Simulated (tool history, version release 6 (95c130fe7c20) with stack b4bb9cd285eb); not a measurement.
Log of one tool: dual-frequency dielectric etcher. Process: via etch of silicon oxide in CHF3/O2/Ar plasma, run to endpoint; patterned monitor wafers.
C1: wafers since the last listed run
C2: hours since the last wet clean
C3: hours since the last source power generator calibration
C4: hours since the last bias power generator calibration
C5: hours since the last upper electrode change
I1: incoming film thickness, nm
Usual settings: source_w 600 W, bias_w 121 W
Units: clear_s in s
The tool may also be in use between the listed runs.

{"run": 1, "day": 0.0, "source_w": 600, "bias_w": 121, "C1": 0, "C2": 283.6, "C3": 3321.6, "C4": 4077.5, "C5": 1671.5, "I1": 509.1, "clear_s": 276.3}
{"run": 2, "day": 0.721, "source_w": 600, "bias_w": 135, "C1": 81, "C2": 300.9, "C3": 3338.9, "C4": 4094.8, "C5": 1688.8, "I1": 521, "clear_s": 269.8}
{"run": 3, "day": 1.846, "source_w": 600, "bias_w": 135, "C1": 127, "C2": 327.9, "C3": 3365.9, "C4": 4121.8, "C5": 1715.8, "I1": 512.5, "clear_s": 268.1}
{"run": 4, "day": 3.079, "source_w": 540, "bias_w": 100, "C1": 139, "C2": 357.5, "C3": 3395.5, "C4": 4151.4, "C5": 1745.4, "I1": 514.8, "clear_s": 308.8}
{"run": 5, "day": 3.892, "source_w": 540, "bias_w": 100, "C1": 92, "C2": 377, "C3": 3415, "C4": 4170.9, "C5": 1764.9, "I1": 516.6, "clear_s": 313.1}
{"day": 8.942, "done": "wet clean of the chamber"}
{"run": 6, "day": 8.962, "source_w": 600, "bias_w": 121, "C1": 462, "C2": 0.5, "C3": 3536.7, "C4": 4292.6, "C5": 1886.6, "I1": 512.4, "clear_s": 290.6}
{"run": 7, "day": 9.242, "source_w": 600, "bias_w": 121, "C1": 31, "C2": 7.2, "C3": 3543.4, "C4": 4299.3, "C5": 1893.3, "I1": 517.2, "clear_s": 290.7}
{"day": 9.571, "done": "bias power generator calibrated"}
{"day": 10.258, "done": "upper electrode replaced"}
{"run": 8, "day": 10.275, "source_w": 600, "bias_w": 121, "C1": 20, "C2": 32, "C3": 3568.2, "C4": 16.9, "C5": 0.4, "I1": 516.9, "clear_s": 289.8}
{"run": 9, "day": 11.504, "source_w": 600, "bias_w": 121, "C1": 139, "C2": 61.5, "C3": 3597.7, "C4": 46.4, "C5": 29.9, "I1": 517.5, "clear_s": 290.3}
{"run": 10, "day": 13.829, "source_w": 600, "bias_w": 137, "C1": 263, "C2": 117.3, "C3": 3653.5, "C4": 102.2, "C5": 85.7, "I1": 512.5, "clear_s": 271.2}
{"run": 11, "day": 15.038, "source_w": 600, "bias_w": 137, "C1": 137, "C2": 146.3, "C3": 3682.5, "C4": 131.2, "C5": 114.7, "I1": 513.5, "clear_s": 272.5}
{"run": 12, "day": 15.642, "source_w": 700, "bias_w": 103, "C1": 68, "C2": 160.8, "C3": 3697, "C4": 145.7, "C5": 129.2, "I1": 515.9, "clear_s": 279.2}
{"run": 13, "day": 16.65, "source_w": 600, "bias_w": 121, "C1": 114, "C2": 185, "C3": 3721.2, "C4": 169.9, "C5": 153.4, "I1": 511.3, "clear_s": 281.3}
{"run": 14, "day": 17.171, "source_w": 540, "bias_w": 143, "C1": 59, "C2": 197.5, "C3": 3733.7, "C4": 182.4, "C5": 165.9, "I1": 523.2, "clear_s": 282.3}
{"run": 15, "day": 17.692, "source_w": 600, "bias_w": 121, "C1": 59, "C2": 210, "C3": 3746.2, "C4": 194.9, "C5": 178.4, "I1": 514, "clear_s": 280.2}
{"run": 16, "day": 19.108, "source_w": 470, "bias_w": 133, "C1": 160, "C2": 244, "C3": 3780.2, "C4": 228.9, "C5": 212.4, "I1": 517.6, "clear_s": 304.7}
{"day": 20.146, "done": "source power generator calibrated"}
{"run": 17, "day": 20.396, "source_w": 600, "bias_w": 121, "C1": 127, "C2": 274.9, "C3": 6, "C4": 259.8, "C5": 243.3, "I1": 515.6, "clear_s": 282.5}
{"run": 18, "day": 21.333, "source_w": 480, "bias_w": 109, "C1": 106, "C2": 297.4, "C3": 28.5, "C4": 282.3, "C5": 265.8, "I1": 511.7, "clear_s": 319.7}
{"run": 19, "day": 22.833, "source_w": 600, "bias_w": 121, "C1": 170, "C2": 333.4, "C3": 64.5, "C4": 318.3, "C5": 301.8, "I1": 516.5, "clear_s": 277.5}
{"run": 20, "day": 23.712, "source_w": 560, "bias_w": 121, "C1": 99, "C2": 354.5, "C3": 85.6, "C4": 339.4, "C5": 322.9, "I1": 518.5, "clear_s": 289.8}
{"run": 21, "day": 24.438, "source_w": 510, "bias_w": 121, "C1": 82, "C2": 371.9, "C3": 103, "C4": 356.8, "C5": 340.3, "I1": 512.8, "clear_s": 295.6}
{"run": 22, "day": 25.925, "source_w": 500, "bias_w": 130, "C1": 168, "C2": 407.6, "C3": 138.7, "C4": 392.5, "C5": 376, "I1": 515.1, "clear_s": 291.7}
{"day": 27.242, "done": "wet clean of the chamber"}
{"run": 23, "day": 27.262, "source_w": 550, "bias_w": 145, "C1": 38, "C2": 0.5, "C3": 170.8, "C4": 424.6, "C5": 408.1, "I1": 513.6, "clear_s": 279}

4 ways to go on from here, each from the tool as it stands after run 23. What would each give?
{"run": "A", "day": 27.283, "source_w": 600, "bias_w": 129, "C1": 2, "C2": 1, "C3": 171.3, "C4": 425.1, "C5": 408.6, "I1": 511.8, "clear_s": "?"}
{"run": "B", "day": 27.283, "source_w": 640, "bias_w": 141, "C1": 2, "C2": 1, "C3": 171.3, "C4": 425.1, "C5": 408.6, "I1": 511.8, "clear_s": "?"}
{"run": "C", "day": 27.283, "source_w": 600, "bias_w": 149, "C1": 2, "C2": 1, "C3": 171.3, "C4": 425.1, "C5": 408.6, "I1": 511.8, "clear_s": "?"}
{"run": "D", "day": 27.283, "source_w": 540, "bias_w": 121, "C1": 2, "C2": 1, "C3": 171.3, "C4": 425.1, "C5": 408.6, "I1": 511.8, "clear_s": "?"}

run=A clear_s=282.3
run=B clear_s=265.7
run=C clear_s=267.5
run=D clear_s=302.5
Without the tool's hidden state the same runs would have given:
run=A clear_s=281.3
run=B clear_s=264.8
run=C clear_s=266.6
run=D clear_s=301.5
